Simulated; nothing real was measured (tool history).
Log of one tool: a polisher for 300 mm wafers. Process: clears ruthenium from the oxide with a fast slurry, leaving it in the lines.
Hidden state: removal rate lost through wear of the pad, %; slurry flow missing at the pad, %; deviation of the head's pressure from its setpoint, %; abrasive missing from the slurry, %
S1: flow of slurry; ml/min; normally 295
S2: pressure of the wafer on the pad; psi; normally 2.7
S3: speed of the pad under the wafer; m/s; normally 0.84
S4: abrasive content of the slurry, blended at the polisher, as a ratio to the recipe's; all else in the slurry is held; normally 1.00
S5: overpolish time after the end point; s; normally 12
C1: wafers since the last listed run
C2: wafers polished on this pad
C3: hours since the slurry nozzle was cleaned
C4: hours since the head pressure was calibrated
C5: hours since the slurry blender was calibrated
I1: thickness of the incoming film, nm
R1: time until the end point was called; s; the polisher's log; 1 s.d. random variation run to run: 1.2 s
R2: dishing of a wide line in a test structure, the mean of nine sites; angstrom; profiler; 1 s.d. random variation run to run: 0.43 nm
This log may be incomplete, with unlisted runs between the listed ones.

{"run": 1, "day": 0.0, "S1": 295, "S2": 2.7, "S3": 0.84, "S4": 1.0, "S5": 12, "C1": 0, "C2": 526, "C3": 99.3, "C4": 324.3, "C5": 272.6, "I1": 200.7, "R1": 67.2, "R2": 277}
{"run": 2, "day": 1.367, "S1": 295, "S2": 2.7, "S3": 0.84, "S4": 1.0, "S5": 12, "C1": 373, "C2": 900, "C3": 132.1, "C4": 357.1, "C5": 305.4, "I1": 201.5, "R1": 66.7, "R2": 273}
{"day": 1.875, "done": "worn pad replaced by a new one"}
{"run": 3, "day": 2.012, "S1": 295, "S2": 2.7, "S3": 0.84, "S4": 1.0, "S5": 10, "C1": 131, "C2": 37, "C3": 147.6, "C4": 372.6, "C5": 320.9, "I1": 197.0, "R1": 65.8, "R2": 235}
{"run": 4, "day": 3.3, "S1": 295, "S2": 2.7, "S3": 0.84, "S4": 1.0, "S5": 10, "C1": 352, "C2": 389, "C3": 178.5, "C4": 403.5, "C5": 351.8, "I1": 200.4, "R1": 68.8, "R2": 229}
{"run": 5, "day": 4.167, "S1": 295, "S2": 2.7, "S3": 0.84, "S4": 1.0, "S5": 10, "C1": 237, "C2": 626, "C3": 199.3, "C4": 424.3, "C5": 372.6, "I1": 199.7, "R1": 68.6, "R2": 221}
{"day": 4.762, "done": "worn pad replaced by a new one"}
{"day": 5.162, "done": "slurry nozzle cleaned"}
{"day": 5.329, "done": "slurry blender recalibrated"}
{"run": 6, "day": 5.621, "S1": 295, "S2": 2.7, "S3": 0.84, "S4": 1.0, "S5": 12, "C1": 318, "C2": 200, "C3": 11.0, "C4": 459.2, "C5": 7.0, "I1": 200.2, "R1": 59.1, "R2": 296}
{"day": 6.054, "done": "head pressure recalibrated"}
{"run": 7, "day": 6.162, "S1": 295, "S2": 3.1, "S3": 0.84, "S4": 1.0, "S5": 12, "C1": 125, "C2": 326, "C3": 24.0, "C4": 2.6, "C5": 20.0, "I1": 200.9, "R1": 52.6, "R2": 342}
{"run": 8, "day": 6.854, "S1": 295, "S2": 2.7, "S3": 0.84, "S4": 1.0, "S5": 10, "C1": 189, "C2": 515, "C3": 40.6, "C4": 19.2, "C5": 36.6, "I1": 199.5, "R1": 61.3, "R2": 261}
{"day": 7.779, "done": "worn pad replaced by a new one"}
{"run": 9, "day": 8.079, "S1": 295, "S2": 3.3, "S3": 0.92, "S4": 0.75, "S5": 16, "C1": 289, "C2": 82, "C3": 70.0, "C4": 48.6, "C5": 66.0, "I1": 199.1, "R1": 53.2, "R2": 407}
{"run": 10, "day": 9.1, "S1": 295, "S2": 2.7, "S3": 0.84, "S4": 1.0, "S5": 12, "C1": 279, "C2": 361, "C3": 94.5, "C4": 73.1, "C5": 90.5, "I1": 198.0, "R1": 61.8, "R2": 296}

Forecast run 11:
{"run": 11, "day": 9.604, "S1": 295, "S2": 1.9, "S3": 0.84, "S4": 1.0, "S5": 12, "C1": 137, "C2": 499, "C3": 106.6, "C4": 85.2, "C5": 102.6, "I1": 202.2, "R1": "?", "R2": "?"}

R1: 85.9 s
R2: 213 angstrom
On a tool with no hidden condition, and with the same random variation, this run would have come out at R1 82.5 s, R2 221 angstrom.
